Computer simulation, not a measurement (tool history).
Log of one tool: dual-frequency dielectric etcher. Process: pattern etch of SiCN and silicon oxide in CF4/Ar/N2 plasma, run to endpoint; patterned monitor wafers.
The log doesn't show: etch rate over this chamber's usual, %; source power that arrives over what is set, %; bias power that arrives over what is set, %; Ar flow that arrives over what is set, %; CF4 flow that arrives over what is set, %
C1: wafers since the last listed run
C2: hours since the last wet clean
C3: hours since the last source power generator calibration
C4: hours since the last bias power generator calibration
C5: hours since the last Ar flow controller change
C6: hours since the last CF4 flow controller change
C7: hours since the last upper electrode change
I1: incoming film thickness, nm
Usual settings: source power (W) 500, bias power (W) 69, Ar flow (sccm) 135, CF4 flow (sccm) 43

run 1 hour=0 | source_power_(W)=500 bias_power_(W)=69 Ar_flow_(sccm)=135 CF4_flow_(sccm)=51 | C1=0 C2=136.6 C3=3438.7 C4=1843.9 C5=5169.8 C6=5579.9 C7=4956 | I1=10.65 | endpoint_time_(s)=12.7
run 2 hour=26.3 | source_power_(W)=500 bias_power_(W)=69 Ar_flow_(sccm)=135 CF4_flow_(sccm)=43 | C1=316 C2=162.9 C3=3465 C4=1870.2 C5=5196.1 C6=5606.2 C7=4982.3 | I1=10.6 | endpoint_time_(s)=12.8
run 3 hour=59.4 | source_power_(W)=500 bias_power_(W)=69 Ar_flow_(sccm)=135 CF4_flow_(sccm)=43 | C1=398 C2=196 C3=3498.1 C4=1903.3 C5=5229.2 C6=5639.3 C7=5015.4 | I1=10.55 | endpoint_time_(s)=12.7
run 4 hour=84.8 | source_power_(W)=500 bias_power_(W)=69 Ar_flow_(sccm)=135 CF4_flow_(sccm)=43 | C1=305 C2=221.4 C3=3523.5 C4=1928.7 C5=5254.6 C6=5664.7 C7=5040.8 | I1=10.6 | endpoint_time_(s)=12.7
run 5 hour=110 | source_power_(W)=500 bias_power_(W)=69 Ar_flow_(sccm)=135 CF4_flow_(sccm)=43 | C1=303 C2=246.6 C3=3548.7 C4=1953.9 C5=5279.8 C6=5689.9 C7=5066 | I1=10.63 | endpoint_time_(s)=12.8
run 6 hour=138.5 | source_power_(W)=500 bias_power_(W)=69 Ar_flow_(sccm)=135 CF4_flow_(sccm)=43 | C1=342 C2=275.1 C3=3577.2 C4=1982.4 C5=5308.3 C6=5718.4 C7=5094.5 | I1=10.6 | endpoint_time_(s)=12.8
run 7 hour=159.7 | source_power_(W)=500 bias_power_(W)=69 Ar_flow_(sccm)=135 CF4_flow_(sccm)=43 | C1=254 C2=296.3 C3=3598.4 C4=2003.6 C5=5329.5 C6=5739.6 C7=5115.7 | I1=10.59 | endpoint_time_(s)=12.6
run 8 hour=189.2 | source_power_(W)=500 bias_power_(W)=69 Ar_flow_(sccm)=135 CF4_flow_(sccm)=43 | C1=354 C2=325.8 C3=3627.9 C4=2033.1 C5=5359 C6=5769.1 C7=5145.2 | I1=10.64 | endpoint_time_(s)=12.8
run 9 hour=212.9 | source_power_(W)=500 bias_power_(W)=69 Ar_flow_(sccm)=135 CF4_flow_(sccm)=43 | C1=284 C2=349.5 C3=3651.6 C4=2056.8 C5=5382.7 C6=5792.8 C7=5168.9 | I1=10.61 | endpoint_time_(s)=12.4
-- hour=233.5 Ar flow controller replaced
run 10 hour=239.3 | source_power_(W)=580 bias_power_(W)=65 Ar_flow_(sccm)=135 CF4_flow_(sccm)=43 | C1=245 C2=375.9 C3=3678 C4=2083.2 C5=5.8 C6=5819.2 C7=5195.3 | I1=10.58 | endpoint_time_(s)=11.2
run 11 hour=255.8 | source_power_(W)=500 bias_power_(W)=69 Ar_flow_(sccm)=135 CF4_flow_(sccm)=43 | C1=198 C2=392.4 C3=3694.5 C4=2099.7 C5=22.3 C6=5835.7 C7=5211.8 | I1=10.59 | endpoint_time_(s)=12.5
run 12 hour=279.1 | source_power_(W)=500 bias_power_(W)=69 Ar_flow_(sccm)=135 CF4_flow_(sccm)=43 | C1=280 C2=415.7 C3=3717.8 C4=2123 C5=45.6 C6=5859 C7=5235.1 | I1=10.56 | endpoint_time_(s)=12.4
run 13 hour=297.8 | source_power_(W)=500 bias_power_(W)=69 Ar_flow_(sccm)=135 CF4_flow_(sccm)=33 | C1=224 C2=434.4 C3=3736.5 C4=2141.7 C5=64.3 C6=5877.7 C7=5253.8 | I1=10.61 | endpoint_time_(s)=12.8
-- hour=315.8 bias power generator calibrated
-- hour=323 upper electrode replaced
-- hour=325.3 CF4 flow controller replaced
-- hour=326.8 source power generator calibrated
run 14 hour=327.3 | source_power_(W)=560 bias_power_(W)=54 Ar_flow_(sccm)=135 CF4_flow_(sccm)=47 | C1=173 C2=463.9 C3=0.5 C4=11.5 C5=93.8 C6=2 C7=4.3 | I1=10.66 | endpoint_time_(s)=12.3
run 15 hour=327.7 | source_power_(W)=410 bias_power_(W)=64 Ar_flow_(sccm)=135 CF4_flow_(sccm)=33 | C1=4 C2=464.3 C3=0.9 C4=11.9 C5=94.2 C6=2.4 C7=4.7 | I1=10.61 | endpoint_time_(s)=15.3
-- hour=351.9 wet clean of the chamber
run 16 hour=359.5 | source_power_(W)=500 bias_power_(W)=69 Ar_flow_(sccm)=135 CF4_flow_(sccm)=43 | C1=93 C2=7.6 C3=32.7 C4=43.7 C5=126 C6=34.2 C7=36.5 | I1=10.51 | endpoint_time_(s)=12.8
run 17 hour=374.8 | source_power_(W)=500 bias_power_(W)=62 Ar_flow_(sccm)=135 CF4_flow_(sccm)=43 | C1=183 C2=22.9 C3=48 C4=59 C5=141.3 C6=49.5 C7=51.8 | I1=10.61 | endpoint_time_(s)=13.6
run 18 hour=390.8 | source_power_(W)=420 bias_power_(W)=54 Ar_flow_(sccm)=101 CF4_flow_(sccm)=43 | C1=192 C2=38.9 C3=64 C4=75 C5=157.3 C6=65.5 C7=67.8 | I1=10.56 | endpoint_time_(s)=15.2
run 19 hour=430.9 | source_power_(W)=500 bias_power_(W)=78 Ar_flow_(sccm)=135 CF4_flow_(sccm)=37 | C1=482 C2=79 C3=104.1 C4=115.1 C5=197.4 C6=105.6 C7=107.9 | I1=10.48 | endpoint_time_(s)=12.4
run 20 hour=443.3 | source_power_(W)=560 bias_power_(W)=81 Ar_flow_(sccm)=118 CF4_flow_(sccm)=38 | C1=149 C2=91.4 C3=116.5 C4=127.5 C5=209.8 C6=118 C7=120.3 | I1=10.52 | endpoint_time_(s)=11.1
run 21 hour=470.1 | source_power_(W)=500 bias_power_(W)=69 Ar_flow_(sccm)=135 CF4_flow_(sccm)=43 | C1=322 C2=118.2 C3=143.3 C4=154.3 C5=236.6 C6=144.8 C7=147.1 | I1=10.65 | endpoint_time_(s)=12.9
run 22 hour=493.5 | source_power_(W)=420 bias_power_(W)=59 Ar_flow_(sccm)=146 CF4_flow_(sccm)=39 | C1=281 C2=141.6 C3=166.7 C4=177.7 C5=260 C6=168.2 C7=170.5 | I1=10.64 | endpoint_time_(s)=15.7
run 23 hour=520.5 | source_power_(W)=500 bias_power_(W)=69 Ar_flow_(sccm)=135 CF4_flow_(sccm)=33 | C1=324 C2=168.6 C3=193.7 C4=204.7 C5=287 C6=195.2 C7=197.5 | I1=10.62 | endpoint_time_(s)=13.1

Measured less the same run without the tool's hidden state. The same run-to-run variation is in both; the gauge's scatter may not be:
run=1 endpoint_time_(s)=-0.2
run=2 endpoint_time_(s)=-0.3
run=3 endpoint_time_(s)=-0.4
run=4 endpoint_time_(s)=-0.4
run=5 endpoint_time_(s)=-0.4
run=6 endpoint_time_(s)=-0.4
run=7 endpoint_time_(s)=-0.5
run=8 endpoint_time_(s)=-0.4
run=9 endpoint_time_(s)=-0.5
run=10 endpoint_time_(s)=-0.5
run=11 endpoint_time_(s)=-0.6
run=12 endpoint_time_(s)=-0.5
run=13 endpoint_time_(s)=-0.6
run=14 endpoint_time_(s)=-0.7
run=15 endpoint_time_(s)=-0.8
run=16 endpoint_time_(s)=-0.1
run=17 endpoint_time_(s)=-0.1
run=18 endpoint_time_(s)=-0.1
run=19 endpoint_time_(s)=-0.1
run=20 endpoint_time_(s)=-0.1
run=21 endpoint_time_(s)=-0.2
run=22 endpoint_time_(s)=-0.3
run=23 endpoint_time_(s)=-0.3
